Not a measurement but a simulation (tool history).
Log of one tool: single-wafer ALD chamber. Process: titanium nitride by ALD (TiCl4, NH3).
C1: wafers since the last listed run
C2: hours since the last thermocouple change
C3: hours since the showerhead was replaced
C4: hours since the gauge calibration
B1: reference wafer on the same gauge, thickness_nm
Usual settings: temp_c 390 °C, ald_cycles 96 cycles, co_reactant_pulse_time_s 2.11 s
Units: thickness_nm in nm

{"run": 1, "hour": 0.0, "temp_c": 390, "ald_cycles": 104, "co_reactant_pulse_time_s": 2.11, "C1": 0, "C2": 919.8, "C3": 2619.4, "C4": 851, "B1": 2.449, "thickness_nm": 2.413}
{"run": 2, "hour": 43.3, "temp_c": 390, "ald_cycles": 96, "co_reactant_pulse_time_s": 2.11, "C1": 101, "C2": 963.1, "C3": 2662.7, "C4": 894.3, "B1": 2.45, "thickness_nm": 2.238}
{"run": 3, "hour": 257.7, "temp_c": 395, "ald_cycles": 96, "co_reactant_pulse_time_s": 2.11, "C1": 501, "C2": 1177.5, "C3": 2877.1, "C4": 1108.7, "B1": 2.452, "thickness_nm": 2.234}
{"run": 4, "hour": 320.7, "temp_c": 395, "ald_cycles": 96, "co_reactant_pulse_time_s": 2.11, "C1": 147, "C2": 1240.5, "C3": 2940.1, "C4": 1171.7, "B1": 2.454, "thickness_nm": 2.235}
{"run": 5, "hour": 386.7, "temp_c": 395, "ald_cycles": 96, "co_reactant_pulse_time_s": 2.11, "C1": 154, "C2": 1306.5, "C3": 3006.1, "C4": 1237.7, "B1": 2.452, "thickness_nm": 2.236}
{"hour": 426.5, "done": "gauge calibrated"}
{"run": 6, "hour": 453.2, "temp_c": 379, "ald_cycles": 96, "co_reactant_pulse_time_s": 2.11, "C1": 155, "C2": 1373, "C3": 3072.6, "C4": 26.7, "B1": 2.424, "thickness_nm": 2.183}
{"run": 7, "hour": 490.0, "temp_c": 379, "ald_cycles": 96, "co_reactant_pulse_time_s": 2.11, "C1": 86, "C2": 1409.8, "C3": 3109.4, "C4": 63.5, "B1": 2.43, "thickness_nm": 2.173}
{"run": 8, "hour": 528.9, "temp_c": 379, "ald_cycles": 96, "co_reactant_pulse_time_s": 2.11, "C1": 91, "C2": 1448.7, "C3": 3148.3, "C4": 102.4, "B1": 2.43, "thickness_nm": 2.182}
{"run": 9, "hour": 558.4, "temp_c": 390, "ald_cycles": 96, "co_reactant_pulse_time_s": 2.11, "C1": 69, "C2": 1478.2, "C3": 3177.8, "C4": 131.9, "B1": 2.432, "thickness_nm": 2.201}
{"run": 10, "hour": 602.4, "temp_c": 390, "ald_cycles": 96, "co_reactant_pulse_time_s": 2.11, "C1": 102, "C2": 1522.2, "C3": 3221.8, "C4": 175.9, "B1": 2.431, "thickness_nm": 2.214}
{"run": 11, "hour": 672.0, "temp_c": 390, "ald_cycles": 96, "co_reactant_pulse_time_s": 2.11, "C1": 162, "C2": 1591.8, "C3": 3291.4, "C4": 245.5, "B1": 2.436, "thickness_nm": 2.205}
{"run": 12, "hour": 733.1, "temp_c": 395, "ald_cycles": 96, "co_reactant_pulse_time_s": 2.11, "C1": 142, "C2": 1652.9, "C3": 3352.5, "C4": 306.6, "B1": 2.437, "thickness_nm": 2.232}
{"run": 13, "hour": 804.1, "temp_c": 390, "ald_cycles": 96, "co_reactant_pulse_time_s": 2.65, "C1": 166, "C2": 1723.9, "C3": 3423.5, "C4": 377.6, "B1": 2.44, "thickness_nm": 2.243}
{"run": 14, "hour": 842.8, "temp_c": 378, "ald_cycles": 96, "co_reactant_pulse_time_s": 2.46, "C1": 90, "C2": 1762.6, "C3": 3462.2, "C4": 416.3, "B1": 2.444, "thickness_nm": 2.21}
{"run": 15, "hour": 881.8, "temp_c": 390, "ald_cycles": 96, "co_reactant_pulse_time_s": 2.11, "C1": 91, "C2": 1801.6, "C3": 3501.2, "C4": 455.3, "B1": 2.444, "thickness_nm": 2.221}
{"run": 16, "hour": 912.3, "temp_c": 390, "ald_cycles": 96, "co_reactant_pulse_time_s": 2.11, "C1": 71, "C2": 1832.1, "C3": 3531.7, "C4": 485.8, "B1": 2.441, "thickness_nm": 2.214}
{"run": 17, "hour": 978.3, "temp_c": 390, "ald_cycles": 96, "co_reactant_pulse_time_s": 2.11, "C1": 154, "C2": 1898.1, "C3": 3597.7, "C4": 551.8, "B1": 2.446, "thickness_nm": 2.223}
{"run": 18, "hour": 1036.9, "temp_c": 403, "ald_cycles": 90, "co_reactant_pulse_time_s": 2.65, "C1": 137, "C2": 1956.7, "C3": 3656.3, "C4": 610.4, "B1": 2.443, "thickness_nm": 2.123}
{"hour": 1047.8, "done": "thermocouple changed; heater temperature recalibrated"}
{"hour": 1062.1, "done": "showerhead replaced"}
{"run": 19, "hour": 1072.2, "temp_c": 401, "ald_cycles": 106, "co_reactant_pulse_time_s": 2.54, "C1": 45, "C2": 24.4, "C3": 10.1, "C4": 645.7, "B1": 2.445, "thickness_nm": 2.5}
{"run": 20, "hour": 1279.7, "temp_c": 390, "ald_cycles": 83, "co_reactant_pulse_time_s": 2.7, "C1": 485, "C2": 231.9, "C3": 217.6, "C4": 853.2, "B1": 2.452, "thickness_nm": 1.952}
{"run": 21, "hour": 1329.5, "temp_c": 385, "ald_cycles": 96, "co_reactant_pulse_time_s": 2.11, "C1": 116, "C2": 281.7, "C3": 267.4, "C4": 903, "B1": 2.45, "thickness_nm": 2.208}
{"run": 22, "hour": 1374.7, "temp_c": 390, "ald_cycles": 96, "co_reactant_pulse_time_s": 2.71, "C1": 105, "C2": 326.9, "C3": 312.6, "C4": 948.2, "B1": 2.453, "thickness_nm": 2.255}

Forecast each of these 4 alternatives for the next run:
{"run": "A", "hour": 1375.3, "temp_c": 390, "ald_cycles": 96, "co_reactant_pulse_time_s": 2.11, "C1": 1, "C2": 327.5, "C3": 313.2, "C4": 948.8, "B1": "?", "thickness_nm": "?"}
{"run": "B", "hour": 1375.3, "temp_c": 403, "ald_cycles": 111, "co_reactant_pulse_time_s": 2.6, "C1": 1, "C2": 327.5, "C3": 313.2, "C4": 948.8, "B1": "?", "thickness_nm": "?"}
{"run": "C", "hour": 1375.3, "temp_c": 398, "ald_cycles": 81, "co_reactant_pulse_time_s": 1.72, "C1": 1, "C2": 327.5, "C3": 313.2, "C4": 948.8, "B1": "?", "thickness_nm": "?"}
{"run": "D", "hour": 1375.3, "temp_c": 376, "ald_cycles": 102, "co_reactant_pulse_time_s": 1.88, "C1": 1, "C2": 327.5, "C3": 313.2, "C4": 948.8, "B1": "?", "thickness_nm": "?"}

run=A B1=2.451 thickness_nm=2.219
run=B B1=2.451 thickness_nm=2.614
run=C B1=2.451 thickness_nm=1.868
run=D B1=2.451 thickness_nm=2.303
Without the tool's hidden state the same runs would have given:
run=A thickness_nm=2.191
run=B thickness_nm=2.581
run=C thickness_nm=1.844
run=D thickness_nm=2.274

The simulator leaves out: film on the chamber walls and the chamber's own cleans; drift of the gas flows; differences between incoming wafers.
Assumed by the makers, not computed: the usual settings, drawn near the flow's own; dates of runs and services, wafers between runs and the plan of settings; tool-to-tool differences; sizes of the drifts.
